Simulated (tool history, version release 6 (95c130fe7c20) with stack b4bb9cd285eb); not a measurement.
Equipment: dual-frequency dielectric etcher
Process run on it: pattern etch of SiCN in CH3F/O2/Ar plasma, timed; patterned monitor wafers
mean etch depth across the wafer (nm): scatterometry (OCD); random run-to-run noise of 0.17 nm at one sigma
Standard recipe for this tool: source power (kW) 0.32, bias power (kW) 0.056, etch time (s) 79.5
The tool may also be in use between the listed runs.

| run | day | source power (kW) | bias power (kW) | etch time (s) | read-back reference wafer on the same gauge, depth_nm | mean etch depth across the wafer (nm) |
|---|---|---|---|---|---|---|
| 1 | 0 | 0.35 | 0.056 | 79.5 | 22.79 | 27.34 |
| 2 | 2.654 | 0.35 | 0.056 | 79.5 | 22.8 | 27.17 |
| 3 | 6.975 | 0.32 | 0.056 | 79.5 | 22.8 | 25.72 |
| 4 | 11.2 | 0.32 | 0.056 | 79.5 | 22.81 | 25.72 |
|  | 13.446 | wet clean of the chamber |
|  | 13.95 | gauge calibrated |
| 5 | 14.638 | 0.32 | 0.056 | 79.5 | 22.81 | 25.98 |
| 6 | 18.454 | 0.32 | 0.056 | 79.5 | 22.78 | 25.91 |
| 7 | 20.171 | 0.27 | 0.056 | 79.5 | 22.77 | 23.29 |
| 8 | 23.371 | 0.27 | 0.056 | 79.5 | 22.78 | 23.55 |
| 9 | 25.679 | 0.27 | 0.056 | 79.5 | 22.81 | 23.52 |
|  | 33.2 | wet clean of the chamber |
| 10 | 33.221 | 0.32 | 0.056 | 79.5 | 22.81 | 26.07 |
| 11 | 36.571 | 0.32 | 0.056 | 79.5 | 22.79 | 25.92 |
| 12 | 39.638 | 0.32 | 0.056 | 79.5 | 22.82 | 26.03 |
|  | 41.742 | upper electrode replaced |
| 13 | 41.762 | 0.32 | 0.056 | 79.5 | 22.81 | 25.71 |
| 14 | 43.917 | 0.32 | 0.056 | 79.5 | 22.81 | 26.16 |
| 15 | 47.654 | 0.32 | 0.056 | 79.5 | 22.82 | 25.94 |
| 16 | 51.183 | 0.37 | 0.062 | 79.5 | 22.76 | 29.65 |
|  | 53.588 | wet clean of the chamber |
| 17 | 54.542 | 0.3 | 0.069 | 99.5 | 22.8 | 34.22 |
| 18 | 57.288 | 0.32 | 0.056 | 79.5 | 22.79 | 25.97 |
| 19 | 61.712 | 0.32 | 0.056 | 79.5 | 22.8 | 25.96 |
|  | 64.217 | bias power generator calibrated |
|  | 64.717 | source power generator calibrated |
| 20 | 66.183 | 0.24 | 0.052 | 90.5 | 22.82 | 23.6 |
|  | 66.388 | gauge calibrated |
| 21 | 68.604 | 0.32 | 0.056 | 79.5 | 22.79 | 25.55 |
|  | 71.988 | wet clean of the chamber |
| 22 | 72.229 | 0.32 | 0.056 | 79.5 | 22.82 | 25.69 |
| 23 | 74.575 | 0.39 | 0.056 | 79.5 | 22.8 | 28.82 |
| 24 | 78.142 | 0.25 | 0.042 | 58 | 22.77 | 14.03 |
| 25 | 80.621 | 0.3 | 0.044 | 87.5 | 22.82 | 24.4 |
| 26 | 87.183 | 0.28 | 0.056 | 101 | 22.77 | 29.99 |
| 27 | 88.846 | 0.32 | 0.056 | 79.5 | 22.8 | 25.78 |
|  | 92.029 | wet clean of the chamber |
| 28 | 92.05 | 0.27 | 0.064 | 79.5 | 22.81 | 24.52 |
| 29 | 95.792 | 0.32 | 0.056 | 79.5 | 22.82 | 26.09 |
| 30 | 99.679 | 0.37 | 0.066 | 73.5 | 22.82 | 28.04 |

Predict each of these 4 candidate next runs independently; none follows another, all start after run 30:
| A | 99.696 | 0.32 | 0.056 | 79.5 | ? | ? |
| B | 99.696 | 0.27 | 0.056 | 59.5 | ? | ? |
| C | 99.696 | 0.25 | 0.065 | 79.5 | ? | ? |
| D | 99.696 | 0.32 | 0.068 | 55.5 | ? | ? |

| run | read-back reference wafer on the same gauge, depth_nm | mean etch depth across the wafer (nm) |
|---|---|---|
| A | 22.79 | 25.95 |
| B | 22.79 | 17.41 |
| C | 22.79 | 23.66 |
| D | 22.79 | 19.8 |
The same runs, with their run-to-run variation unchanged, on a tool lacking any hidden condition would have given:
| run | mean etch depth across the wafer (nm) |
|---|---|
| A | 25.95 |
| B | 17.41 |
| C | 23.66 |
| D | 19.8 |
